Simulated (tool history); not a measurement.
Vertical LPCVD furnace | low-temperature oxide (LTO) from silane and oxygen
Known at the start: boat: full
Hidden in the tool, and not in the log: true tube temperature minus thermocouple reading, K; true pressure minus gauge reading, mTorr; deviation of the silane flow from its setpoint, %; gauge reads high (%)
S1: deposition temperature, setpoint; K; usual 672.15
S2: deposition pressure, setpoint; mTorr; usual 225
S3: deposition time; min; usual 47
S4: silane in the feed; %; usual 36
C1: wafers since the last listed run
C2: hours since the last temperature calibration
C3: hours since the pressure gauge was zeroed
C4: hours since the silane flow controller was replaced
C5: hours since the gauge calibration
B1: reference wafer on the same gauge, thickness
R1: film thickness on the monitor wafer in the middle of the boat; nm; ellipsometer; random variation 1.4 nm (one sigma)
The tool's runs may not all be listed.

{"run": 1, "hour": 0.0, "S1": 672.15, "S2": 225, "S3": 47, "S4": 36, "C1": 0, "C2": 1346.1, "C3": 2202.5, "C4": 4023.7, "C5": 398.6, "B1": 345, "R1": 397.62}
{"run": 2, "hour": 31.5, "S1": 672.15, "S2": 225, "S3": 47, "S4": 36, "C1": 725, "C2": 1377.6, "C3": 2234, "C4": 4055.2, "C5": 430.1, "B1": 344.97, "R1": 397.26}
{"run": 3, "hour": 123.7, "S1": 672.15, "S2": 225, "S3": 47, "S4": 36, "C1": 2124, "C2": 1469.8, "C3": 2326.2, "C4": 4147.4, "C5": 522.3, "B1": 344.93, "R1": 398.25}
{"hour": 125.2, "done": "gauge calibrated"}
{"run": 4, "hour": 183.9, "S1": 672.15, "S2": 225, "S3": 47, "S4": 36, "C1": 1387, "C2": 1530, "C3": 2386.4, "C4": 4207.6, "C5": 58.7, "B1": 345.02, "R1": 397.92}
{"run": 5, "hour": 233.8, "S1": 672.15, "S2": 225, "S3": 59.5, "S4": 36, "C1": 1150, "C2": 1579.9, "C3": 2436.3, "C4": 4257.5, "C5": 108.6, "B1": 345.11, "R1": 501.49}
{"run": 6, "hour": 284.5, "S1": 672.15, "S2": 225, "S3": 59.5, "S4": 36, "C1": 1168, "C2": 1630.6, "C3": 2487, "C4": 4308.2, "C5": 159.3, "B1": 344.71, "R1": 502.73}
{"run": 7, "hour": 325.7, "S1": 672.15, "S2": 225, "S3": 59.5, "S4": 36, "C1": 949, "C2": 1671.8, "C3": 2528.2, "C4": 4349.4, "C5": 200.5, "B1": 345.15, "R1": 503.98}
{"run": 8, "hour": 380.2, "S1": 672.15, "S2": 225, "S3": 47, "S4": 34, "C1": 1256, "C2": 1726.3, "C3": 2582.7, "C4": 4403.9, "C5": 255, "B1": 345, "R1": 367.22}
{"hour": 415.1, "done": "pressure gauge zeroed"}
{"run": 9, "hour": 415.6, "S1": 672.15, "S2": 225, "S3": 47, "S4": 34, "C1": 262, "C2": 1761.7, "C3": 0.5, "C4": 4439.3, "C5": 290.4, "B1": 344.73, "R1": 350.03}
{"run": 10, "hour": 469.7, "S1": 672.15, "S2": 225, "S3": 61.5, "S4": 39, "C1": 1246, "C2": 1815.8, "C3": 54.6, "C4": 4493.4, "C5": 344.5, "B1": 344.94, "R1": 545.23}
{"run": 11, "hour": 511.9, "S1": 680.15, "S2": 170, "S3": 36.5, "S4": 36, "C1": 972, "C2": 1858, "C3": 96.8, "C4": 4535.6, "C5": 386.7, "B1": 344.91, "R1": 243.19}
{"run": 12, "hour": 675.2, "S1": 672.15, "S2": 225, "S3": 47, "S4": 36, "C1": 3763, "C2": 2021.3, "C3": 260.1, "C4": 4698.9, "C5": 550, "B1": 345.22, "R1": 382.46}
{"hour": 695.7, "done": "gauge calibrated"}
{"run": 13, "hour": 739.9, "S1": 672.15, "S2": 240, "S3": 32, "S4": 36, "C1": 1491, "C2": 2086, "C3": 324.8, "C4": 4763.6, "C5": 44.2, "B1": 345.11, "R1": 276.67}
{"hour": 820.8, "done": "silane flow controller replaced"}
{"run": 14, "hour": 821.3, "S1": 672.15, "S2": 170, "S3": 47, "S4": 36, "C1": 1322, "C2": 2167.4, "C3": 406.2, "C4": 0.5, "C5": 125.6, "B1": 344.89, "R1": 290.37}
{"run": 15, "hour": 839.0, "S1": 672.15, "S2": 225, "S3": 47, "S4": 32, "C1": 407, "C2": 2185.1, "C3": 423.9, "C4": 18.2, "C5": 143.3, "B1": 344.9, "R1": 326.51}
{"hour": 890.1, "done": "thermocouples replaced and temperature profile calibrated"}
{"run": 16, "hour": 948.0, "S1": 672.15, "S2": 225, "S3": 34.5, "S4": 36, "C1": 1958, "C2": 57.9, "C3": 532.9, "C4": 127.2, "C5": 252.3, "B1": 344.91, "R1": 281.28}
{"run": 17, "hour": 986.8, "S1": 665.15, "S2": 195, "S3": 47, "S4": 36, "C1": 894, "C2": 96.7, "C3": 571.7, "C4": 166, "C5": 291.1, "B1": 344.83, "R1": 308.59}
{"run": 18, "hour": 1032.5, "S1": 678.15, "S2": 250, "S3": 62.5, "S4": 36, "C1": 1053, "C2": 142.4, "C3": 617.4, "C4": 211.7, "C5": 336.8, "B1": 345.07, "R1": 610.58}
{"run": 19, "hour": 1058.7, "S1": 672.15, "S2": 225, "S3": 47, "S4": 31, "C1": 603, "C2": 168.6, "C3": 643.6, "C4": 237.9, "C5": 363, "B1": 344.98, "R1": 315.55}
{"run": 20, "hour": 1115.0, "S1": 672.15, "S2": 225, "S3": 47, "S4": 34, "C1": 1297, "C2": 224.9, "C3": 699.9, "C4": 294.2, "C5": 419.3, "B1": 344.76, "R1": 360.3}
{"run": 21, "hour": 1185.0, "S1": 672.15, "S2": 225, "S3": 47, "S4": 36, "C1": 1613, "C2": 294.9, "C3": 769.9, "C4": 364.2, "C5": 489.3, "B1": 345.14, "R1": 386.64}

Measured less the same run without the tool's hidden state. The same run-to-run variation is in both; the gauge's scatter may not be:
run=1 R1=+19.19
run=2 R1=+19.23
run=3 R1=+19.46
run=4 R1=+19.55
run=5 R1=+24.76
run=6 R1=+24.91
run=7 R1=+25.06
run=8 R1=+18.33
run=9 R1=-1.09
run=10 R1=-0.23
run=11 R1=+0.5
run=12 R1=+3.25
run=13 R1=+2.84
run=14 R1=+5.27
run=15 R1=+4.69
run=16 R1=+4.98
run=17 R1=+6.69
run=18 R1=+11.05
run=19 R1=+6.55
run=20 R1=+7.99
run=21 R1=+9.21
